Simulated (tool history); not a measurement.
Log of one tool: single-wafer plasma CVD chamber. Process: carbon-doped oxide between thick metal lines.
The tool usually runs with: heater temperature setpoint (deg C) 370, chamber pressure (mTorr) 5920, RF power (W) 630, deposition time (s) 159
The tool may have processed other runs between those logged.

run     day  heater temperature setpoint (deg C)  chamber pressure (mTorr)  RF power (W)  deposition time (s)  read-back reference wafer on the same gauge, thickness_nm  mean film thickness on the monitor wafer (angstrom)
  1       0                                  370                      5920           655                  159                                                    943.928                                              8741.51
  2   0.592                                  370                      5920           655                  159                                                    944.318                                              8785.03
  3   1.238                                  370                      5920           630                  159                                                    944.545                                              8553.77
  4   1.742                                  370                      5920           630                  159                                                    944.469                                              8567.88
  5   2.283                                  370                      5920           630                  159                                                    944.145                                              8581.35
      2.879  -- gauge calibrated
      2.892  -- showerhead replaced
  6   3.025                                  370                      6500           630                  159                                                    944.695                                               8682.3
  7   3.354                                  370                      6500           630                  159                                                    943.932                                              8655.15
  8   3.962                                  370                      5920           630                  159                                                    943.905                                               8544.6
  9   4.346                                  370                      5920           630                  172                                                    944.171                                              9188.16
 10   4.975                                  370                      5920           630                  172                                                    943.318                                              9218.14
      5.717  -- thermocouple changed; heater temperature recalibrated
 11   5.738                                  374                      7190           565                  145                                                    943.935                                              7329.99
 12   6.021                                  370                      4700           695                  180                                                    944.354                                              9870.67
 13   6.604                                  359                      5070           515                  182                                                    943.504                                              8494.57
 14   6.888                                  370                      5920           630                  159                                                     943.45                                              8472.02
 15   7.379                                  370                      5920           630                  159                                                    942.979                                              8555.91
       8.05  -- RF generator calibrated
 16   8.117                                  370                      5920           630                  159                                                    943.622                                              8901.68
 17   8.371                                  370                      5920           630                  159                                                    942.976                                              8868.96
     10.667  -- capacitance manometer re-zeroed and calibrated
 18  10.688                                  370                      6380           630                  175                                                    944.673                                              9761.42

Estimate the outcome of run 19 from the log above:
 19  11.171                                  370                      5920           535                  159                                                          ?                                                    ?

{"run 19": {"read-back reference wafer on the same gauge, thickness_nm": 942.848, "mean film thickness on the monitor wafer (angstrom)": 8006.5}}
Had the tool carried no hidden state, the very same run would have given mean film thickness on the monitor wafer (angstrom) 8074.9.

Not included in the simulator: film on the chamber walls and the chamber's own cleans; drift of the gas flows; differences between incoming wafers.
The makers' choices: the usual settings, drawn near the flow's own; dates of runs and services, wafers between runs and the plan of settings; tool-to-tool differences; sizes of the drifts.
